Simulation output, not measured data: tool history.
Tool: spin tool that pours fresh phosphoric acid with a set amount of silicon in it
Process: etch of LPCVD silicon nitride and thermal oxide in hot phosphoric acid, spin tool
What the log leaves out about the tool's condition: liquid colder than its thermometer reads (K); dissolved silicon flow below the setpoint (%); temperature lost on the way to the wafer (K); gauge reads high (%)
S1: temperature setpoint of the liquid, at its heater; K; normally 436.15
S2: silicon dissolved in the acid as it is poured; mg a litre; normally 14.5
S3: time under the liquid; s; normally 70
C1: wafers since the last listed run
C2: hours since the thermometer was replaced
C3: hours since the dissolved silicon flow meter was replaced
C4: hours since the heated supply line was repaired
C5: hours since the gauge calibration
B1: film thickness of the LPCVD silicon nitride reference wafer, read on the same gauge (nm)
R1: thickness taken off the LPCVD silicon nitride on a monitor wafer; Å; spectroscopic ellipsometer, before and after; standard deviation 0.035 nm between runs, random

run	hour	S1	S2	S3	C1	C2	C3	C4	C5	B1	R1
1	0	436.15	14.5	70	0	2062	1915	11.4	1365.4	49.97	56.4
2	60.5	436.15	14.5	70	935	2122.5	1975.5	71.9	1425.9	50.02	56.3
3	159.6	436.15	14.5	70	1532	2221.6	2074.6	171	1525	50.01	56.3
# hour 162.5: thermometer replaced
# hour 195.2: dissolved silicon flow meter replaced
# hour 238.3: gauge calibrated
4	247.6	436.15	14.5	70	1329	85.1	52.4	259	9.3	50.03	59.1
5	291.4	436.15	14.5	70	677	128.9	96.2	302.8	53.1	50.02	59.4
6	346.1	436.15	9	70	845	183.6	150.9	357.5	107.8	50.01	59.2
7	451.1	434.65	24	70	1623	288.6	255.9	462.5	212.8	50	56.4
8	550.7	436.15	14.5	70	1540	388.2	355.5	562.1	312.4	50	59
9	625.2	437.15	14.5	90	1152	462.7	430	636.6	386.9	49.99	78.5
10	666.4	433.15	3.5	45	637	503.9	471.2	677.8	428.1	50.02	34.4
11	714.7	437.15	14.5	100	746	552.2	519.5	726.1	476.4	49.99	86.1
12	786.4	433.65	14.5	55	1108	623.9	591.2	797.8	548.1	49.97	42.9
13	830.2	436.15	14.5	70	677	667.7	635	841.6	591.9	49.99	58.6
14	889.4	437.65	14.5	70	915	726.9	694.2	900.8	651.1	50	61.3
# hour 922: heated supply line repaired
15	957.1	436.15	14.5	90	1031	794.6	761.9	35.1	718.8	49.99	75.4
16	1057.9	436.15	10	70	1558	895.4	862.7	135.9	819.6	49.99	57.9
17	1095.3	436.15	4.5	100	578	932.8	900.1	173.3	857	50	82.4
18	1159.5	433.65	21	70	992	997	964.3	237.5	921.2	50.04	53.3
19	1217.9	436.15	14.5	60	903	1055.4	1022.7	295.9	979.6	49.97	49.8
20	1258.4	436.15	8.5	70	626	1095.9	1063.2	336.4	1020.1	49.99	58
21	1335.4	435.15	26	95	1190	1172.9	1140.2	413.4	1097.1	49.99	75.1
22	1391.3	436.15	14.5	70	864	1228.8	1196.1	469.3	1153	50	57.5

Each row is a separate what-if for the run after 22, all from the same tool condition, not one after another. Results?
A	1391.7	436.15	14.5	35	6	1229.2	1196.5	469.7	1153.4	?	?
B	1391.7	434.65	14.5	60	6	1229.2	1196.5	469.7	1153.4	?	?
C	1391.7	434.65	14.5	70	6	1229.2	1196.5	469.7	1153.4	?	?
D	1391.7	439.15	21	70	6	1229.2	1196.5	469.7	1153.4	?	?

run	B1	R1
A	50.02	28.8
B	50.02	47
C	50.02	54.8
D	50.02	63.7
Stripped of hidden state, with their random variation kept, the same runs would have yielded:
run	R1
A	30.1
B	49.1
C	57.3
D	66.5

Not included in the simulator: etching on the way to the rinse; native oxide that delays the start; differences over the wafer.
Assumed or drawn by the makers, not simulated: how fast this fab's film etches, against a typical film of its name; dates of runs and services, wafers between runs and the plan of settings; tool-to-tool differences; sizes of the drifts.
